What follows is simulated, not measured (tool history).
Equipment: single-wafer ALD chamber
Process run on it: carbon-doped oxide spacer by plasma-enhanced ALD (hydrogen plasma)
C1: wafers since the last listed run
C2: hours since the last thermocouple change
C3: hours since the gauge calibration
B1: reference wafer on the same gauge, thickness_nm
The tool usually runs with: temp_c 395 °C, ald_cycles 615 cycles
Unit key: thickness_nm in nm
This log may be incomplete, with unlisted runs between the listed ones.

run 1 hour=0.0 | temp_c=395 ald_cycles=536 | C1=0 C2=487.9 C3=119.8 | B1=36.659 | thickness_nm=27.292
run 2 hour=51.3 | temp_c=395 ald_cycles=536 | C1=33 C2=539.2 C3=171.1 | B1=36.713 | thickness_nm=27.153
run 3 hour=110.3 | temp_c=395 ald_cycles=536 | C1=38 C2=598.2 C3=230.1 | B1=36.740 | thickness_nm=27.375
run 4 hour=164.5 | temp_c=395 ald_cycles=540 | C1=35 C2=652.4 C3=284.3 | B1=36.681 | thickness_nm=27.350
run 5 hour=206.9 | temp_c=395 ald_cycles=540 | C1=27 C2=694.8 C3=326.7 | B1=36.720 | thickness_nm=27.524
run 6 hour=288.4 | temp_c=395 ald_cycles=540 | C1=53 C2=776.3 C3=408.2 | B1=36.723 | thickness_nm=27.402
run 7 hour=377.5 | temp_c=395 ald_cycles=615 | C1=58 C2=865.4 C3=497.3 | B1=36.700 | thickness_nm=31.178
-- hour=450.5 thermocouple changed; heater temperature recalibrated
run 8 hour=469.2 | temp_c=395 ald_cycles=615 | C1=55 C2=18.7 C3=589.0 | B1=36.690 | thickness_nm=31.277
run 9 hour=570.9 | temp_c=395 ald_cycles=708 | C1=66 C2=120.4 C3=690.7 | B1=36.741 | thickness_nm=35.895
run 10 hour=643.4 | temp_c=395 ald_cycles=708 | C1=47 C2=192.9 C3=763.2 | B1=36.727 | thickness_nm=36.070
run 11 hour=709.3 | temp_c=395 ald_cycles=615 | C1=43 C2=258.8 C3=829.1 | B1=36.710 | thickness_nm=31.342
run 12 hour=803.2 | temp_c=395 ald_cycles=615 | C1=61 C2=352.7 C3=923.0 | B1=36.695 | thickness_nm=31.224
run 13 hour=901.2 | temp_c=395 ald_cycles=615 | C1=64 C2=450.7 C3=1021.0 | B1=36.707 | thickness_nm=31.296
run 14 hour=999.2 | temp_c=395 ald_cycles=554 | C1=64 C2=548.7 C3=1119.0 | B1=36.704 | thickness_nm=28.175
run 15 hour=1052.7 | temp_c=395 ald_cycles=554 | C1=35 C2=602.2 C3=1172.5 | B1=36.702 | thickness_nm=28.196
run 16 hour=1096.6 | temp_c=395 ald_cycles=615 | C1=28 C2=646.1 C3=1216.4 | B1=36.721 | thickness_nm=31.296
run 17 hour=1194.6 | temp_c=395 ald_cycles=615 | C1=64 C2=744.1 C3=1314.4 | B1=36.702 | thickness_nm=31.393
-- hour=1245.9 gauge calibrated
run 18 hour=1275.4 | temp_c=395 ald_cycles=615 | C1=53 C2=824.9 C3=29.5 | B1=36.735 | thickness_nm=31.201
run 19 hour=1341.2 | temp_c=395 ald_cycles=615 | C1=43 C2=890.7 C3=95.3 | B1=36.694 | thickness_nm=31.274
run 20 hour=1395.5 | temp_c=395 ald_cycles=615 | C1=35 C2=945.0 C3=149.6 | B1=36.719 | thickness_nm=31.344
run 21 hour=1439.5 | temp_c=387 ald_cycles=654 | C1=28 C2=989.0 C3=193.6 | B1=36.739 | thickness_nm=33.239
run 22 hour=1504.6 | temp_c=395 ald_cycles=615 | C1=42 C2=1054.1 C3=258.7 | B1=36.703 | thickness_nm=31.477
-- hour=1519.7 thermocouple changed; heater temperature recalibrated
run 23 hour=1798.0 | temp_c=380 ald_cycles=711 | C1=187 C2=278.3 C3=552.1 | B1=36.741 | thickness_nm=36.177
run 24 hour=1877.4 | temp_c=400 ald_cycles=716 | C1=52 C2=357.7 C3=631.5 | B1=36.686 | thickness_nm=36.574
run 25 hour=1967.2 | temp_c=407 ald_cycles=671 | C1=59 C2=447.5 C3=721.3 | B1=36.672 | thickness_nm=33.505
run 26 hour=2020.9 | temp_c=402 ald_cycles=684 | C1=35 C2=501.2 C3=775.0 | B1=36.722 | thickness_nm=34.604
run 27 hour=2070.9 | temp_c=395 ald_cycles=522 | C1=32 C2=551.2 C3=825.0 | B1=36.737 | thickness_nm=26.548
run 28 hour=2124.3 | temp_c=404 ald_cycles=675 | C1=35 C2=604.6 C3=878.4 | B1=36.701 | thickness_nm=33.944
run 29 hour=2163.8 | temp_c=395 ald_cycles=615 | C1=25 C2=644.1 C3=917.9 | B1=36.660 | thickness_nm=31.278
run 30 hour=2221.2 | temp_c=405 ald_cycles=615 | C1=37 C2=701.5 C3=975.3 | B1=36.734 | thickness_nm=30.966
run 31 hour=2271.7 | temp_c=382 ald_cycles=510 | C1=33 C2=752.0 C3=1025.8 | B1=36.697 | thickness_nm=26.087
run 32 hour=2358.2 | temp_c=395 ald_cycles=615 | C1=56 C2=838.5 C3=1112.3 | B1=36.691 | thickness_nm=31.395
run 33 hour=2421.3 | temp_c=381 ald_cycles=693 | C1=41 C2=901.6 C3=1175.4 | B1=36.708 | thickness_nm=35.052
run 34 hour=2505.6 | temp_c=403 ald_cycles=511 | C1=55 C2=985.9 C3=1259.7 | B1=36.697 | thickness_nm=25.937
run 35 hour=2573.9 | temp_c=395 ald_cycles=615 | C1=44 C2=1054.2 C3=1328.0 | B1=36.699 | thickness_nm=31.182
-- hour=2596.3 thermocouple changed; heater temperature recalibrated
run 36 hour=2644.3 | temp_c=409 ald_cycles=495 | C1=41 C2=48.0 C3=1398.4 | B1=36.686 | thickness_nm=24.582
run 37 hour=2695.2 | temp_c=389 ald_cycles=576 | C1=33 C2=98.9 C3=1449.3 | B1=36.685 | thickness_nm=29.246
-- hour=2755.4 gauge calibrated
run 38 hour=2762.5 | temp_c=385 ald_cycles=652 | C1=44 C2=166.2 C3=7.1 | B1=36.715 | thickness_nm=33.033
run 39 hour=2832.4 | temp_c=395 ald_cycles=566 | C1=45 C2=236.1 C3=77.0 | B1=36.665 | thickness_nm=28.871
run 40 hour=2919.7 | temp_c=395 ald_cycles=615 | C1=57 C2=323.4 C3=164.3 | B1=36.713 | thickness_nm=31.350

What was the tool's hidden state at every run in the log?
wafer temperature above the value expected at the setpoint (K): 0 on each run
gauge reads high (%): 0 on each run

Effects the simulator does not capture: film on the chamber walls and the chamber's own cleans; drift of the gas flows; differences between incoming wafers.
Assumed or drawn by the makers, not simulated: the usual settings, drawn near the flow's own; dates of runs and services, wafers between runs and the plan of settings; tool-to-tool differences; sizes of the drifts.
